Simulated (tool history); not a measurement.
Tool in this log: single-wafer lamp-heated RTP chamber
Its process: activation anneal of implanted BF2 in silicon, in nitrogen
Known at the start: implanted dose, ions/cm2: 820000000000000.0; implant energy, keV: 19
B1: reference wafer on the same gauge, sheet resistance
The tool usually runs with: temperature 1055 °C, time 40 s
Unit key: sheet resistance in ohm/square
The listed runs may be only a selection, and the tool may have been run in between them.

Run 1, hour 0.0: usual settings; B1 134.99. Result: sheet resistance 158.88 ohm/square.
Run 2, hour 26.7: usual settings; B1 135.00. Result: sheet resistance 158.51 ohm/square.
At hour 46.3: pyrometer window cleaned and pyrometer calibrated.
Run 3, hour 77.8: usual settings but temperature 1062 °C; B1 135.00. Result: sheet resistance 153.38 ohm/square.
Run 4, hour 109.5: usual settings but temperature 1062 °C; B1 135.04. Result: sheet resistance 153.68 ohm/square.
Run 5, hour 143.6: usual settings but temperature 1062 °C; B1 134.98. Result: sheet resistance 153.11 ohm/square.
Run 6, hour 174.2: usual settings but time 26 s; B1 135.07. Result: sheet resistance 160.89 ohm/square.
Run 7, hour 198.6: usual settings but time 26 s; B1 135.02. Result: sheet resistance 160.99 ohm/square.
Run 8, hour 268.4: usual settings; B1 134.96. Result: sheet resistance 155.24 ohm/square.
Run 9, hour 329.6: usual settings; B1 134.93. Result: sheet resistance 155.80 ohm/square.
At hour 347.9: gauge calibrated.
Run 10, hour 379.1: usual settings; B1 134.93. Result: sheet resistance 154.09 ohm/square.
At hour 394.8: reflector plate cleaned.
At hour 521.4: pyrometer window cleaned and pyrometer calibrated, repeated, since the last time left the tool worse.
Run 11, hour 550.3: usual settings but temperature 1079 °C, time 34 s; B1 135.07. Result: sheet resistance 152.08 ohm/square.
Run 12, hour 606.9: usual settings but temperature 1069 °C; B1 134.99. Result: sheet resistance 153.42 ohm/square.
Run 13, hour 669.2: usual settings; B1 134.97. Result: sheet resistance 159.85 ohm/square.
Run 14, hour 738.6: usual settings but temperature 1033 °C, time 57 s; B1 135.03. Result: sheet resistance 163.40 ohm/square.
Run 15, hour 783.5: usual settings but temperature 1071 °C, time 58 s; B1 135.03. Result: sheet resistance 149.03 ohm/square.
Run 16, hour 819.3: usual settings; B1 135.04. Result: sheet resistance 159.48 ohm/square.
Run 17, hour 853.5: usual settings; B1 135.03. Result: sheet resistance 159.64 ohm/square.
At hour 869.5: reflector plate cleaned.
Run 18, hour 908.1: usual settings but temperature 1083 °C, time 50 s; B1 135.00. Result: sheet resistance 147.65 ohm/square.
Run 19, hour 932.2: usual settings but temperature 1036 °C, time 56 s; B1 134.98. Result: sheet resistance 161.60 ohm/square.
At hour 993.9: pyrometer window cleaned and pyrometer calibrated.
Run 20, hour 994.4: usual settings; B1 134.98. Result: sheet resistance 161.09 ohm/square.
Run 21, hour 1032.5: usual settings; B1 134.98. Result: sheet resistance 160.41 ohm/square.
Run 22, hour 1080.9: usual settings; B1 135.05. Result: sheet resistance 160.60 ohm/square.
Run 23, hour 1135.2: usual settings but temperature 1033 °C, time 30 s; B1 135.01. Result: sheet resistance 175.04 ohm/square.
Run 24, hour 1198.2: usual settings but temperature 1045 °C; B1 135.03. Result: sheet resistance 164.85 ohm/square.
Run 25, hour 1330.0: usual settings but temperature 1040 °C; B1 135.04. Result: sheet resistance 165.87 ohm/square.
Run 26, hour 1372.7: usual settings but temperature 1030 °C, time 56 s; B1 134.99. Result: sheet resistance 165.02 ohm/square.
At hour 1398.1: reflector plate cleaned.
Run 27, hour 1399.1: usual settings but temperature 1085 °C, time 21 s; B1 134.99. Result: sheet resistance 155.46 ohm/square.
Run 28, hour 1449.0: usual settings but temperature 1040 °C, time 29 s; B1 135.03. Result: sheet resistance 170.44 ohm/square.
Run 29, hour 1476.3: usual settings but temperature 1082 °C; B1 135.00. Result: sheet resistance 149.32 ohm/square.
Run 30, hour 1542.5: usual settings but temperature 1074 °C, time 33 s; B1 134.96. Result: sheet resistance 151.84 ohm/square.
At hour 1557.2: pyrometer window cleaned and pyrometer calibrated.
Run 31, hour 1587.9: usual settings; B1 134.91. Result: sheet resistance 161.52 ohm/square.
Run 32, hour 1650.3: usual settings; B1 135.00. Result: sheet resistance 160.82 ohm/square.
Run 33, hour 1681.4: usual settings but time 54 s; B1 135.04. Result: sheet resistance 156.43 ohm/square.
Run 34, hour 1744.4: usual settings; B1 134.91. Result: sheet resistance 160.07 ohm/square.
Run 35, hour 1798.8: usual settings but temperature 1075 °C, time 53 s; B1 135.09. Result: sheet resistance 149.76 ohm/square.

List, for all runs, the conditions of the tool that the log does not record:
wafer temperature error from the tarnished reflector plate, K: 0 in every run
gauge reads high (%): 0 in every run
H1: true wafer temperature minus pyrometer reading, K
run     H1
  1    5.3
  2   5.84
  3   10.7
  4   10.7
  5   10.9
  6     11
  7   11.2
  8   11.8
  9   12.4
 10   13.1
 11   1.03
 12   1.18
 13    1.5
 14   2.07
 15   2.55
 16      3
 17   3.48
 18   4.36
 19   4.79
 20  0.229
 21  0.262
 22  0.398
 23  0.675
 24   1.16
 25   2.75
 26   3.44
 27    3.9
 28   4.86
 29   5.43
 30   6.96
 31  0.178
 32   0.35
 33  0.501
 34   0.94
 35   1.46
